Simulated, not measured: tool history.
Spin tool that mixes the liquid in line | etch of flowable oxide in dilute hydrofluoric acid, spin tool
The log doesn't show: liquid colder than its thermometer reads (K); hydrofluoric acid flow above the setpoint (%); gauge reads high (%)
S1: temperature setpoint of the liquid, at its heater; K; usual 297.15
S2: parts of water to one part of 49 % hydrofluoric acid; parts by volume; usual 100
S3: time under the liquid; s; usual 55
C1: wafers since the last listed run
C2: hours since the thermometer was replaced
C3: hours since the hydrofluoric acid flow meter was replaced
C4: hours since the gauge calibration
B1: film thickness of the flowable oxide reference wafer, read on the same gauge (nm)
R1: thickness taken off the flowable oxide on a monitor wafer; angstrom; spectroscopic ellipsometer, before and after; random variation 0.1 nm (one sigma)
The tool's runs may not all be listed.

run	hour	S1	S2	S3	C1	C2	C3	C4	B1	R1
1	0	295.15	100	40	0	1775.8	641.6	341.6	150.05	113.2
2	21.4	299.65	100	55	380	1797.2	663	363	150.03	188.3
3	47.2	299.65	100	55	459	1823	688.8	388.8	150	186.3
4	68.6	297.15	100	55	380	1844.4	710.2	410.2	150.01	168
5	171.9	297.15	100	55	1838	1947.7	813.5	513.5	150	167.5
# hour 185: hydrofluoric acid flow meter replaced
6	189.1	297.15	100	55	288	1964.9	4.1	530.7	150.01	168.9
7	216.6	297.15	100	75	489	1992.4	31.6	558.2	149.97	228.9
8	240	297.15	100	55	416	2015.8	55	581.6	149.98	166.7
# hour 260.3: gauge calibrated
9	270.5	297.15	100	55	542	2046.3	85.5	10.2	149.98	165.9
10	287.3	297.15	100	55	299	2063.1	102.3	27	150.02	166.1
11	300.4	294.15	80	55	233	2076.2	115.4	40.1	149.98	187.9
12	324.8	300.15	120	35	434	2100.6	139.8	64.5	149.98	96.9
13	348.6	297.15	100	55	423	2124.4	163.6	88.3	150.02	165.8
14	384	297.15	145	80	630	2159.8	199	123.7	149.96	159
15	407.4	300.15	130	25	416	2183.2	222.4	147.1	149.99	62.8
# hour 435.1: thermometer replaced
16	435.6	301.65	125	30	484	0.5	250.6	175.3	149.99	93.7
17	458.6	295.65	85	25	409	23.5	273.6	198.3	149.99	93.7
18	475.9	297.15	140	55	307	40.8	290.9	215.6	149.99	126.6
19	561.3	297.15	60	70	1520	126.2	376.3	301	150	410
20	582.8	294.15	80	55	382	147.7	397.8	322.5	150.02	206.7

What the log doesn't show, run by run:
hydrofluoric acid flow above the setpoint (%): 0 in every run
gauge reads high (%): 0 in every run
H1: liquid colder than its thermometer reads (K)
run	H1
1	2.44
2	2.46
3	2.5
4	2.52
5	2.65
6	2.67
7	2.71
8	2.74
9	2.78
10	2.8
11	2.81
12	2.85
13	2.88
14	2.92
15	2.95
16	0.111
17	0.14
18	0.161
19	0.269
20	0.296

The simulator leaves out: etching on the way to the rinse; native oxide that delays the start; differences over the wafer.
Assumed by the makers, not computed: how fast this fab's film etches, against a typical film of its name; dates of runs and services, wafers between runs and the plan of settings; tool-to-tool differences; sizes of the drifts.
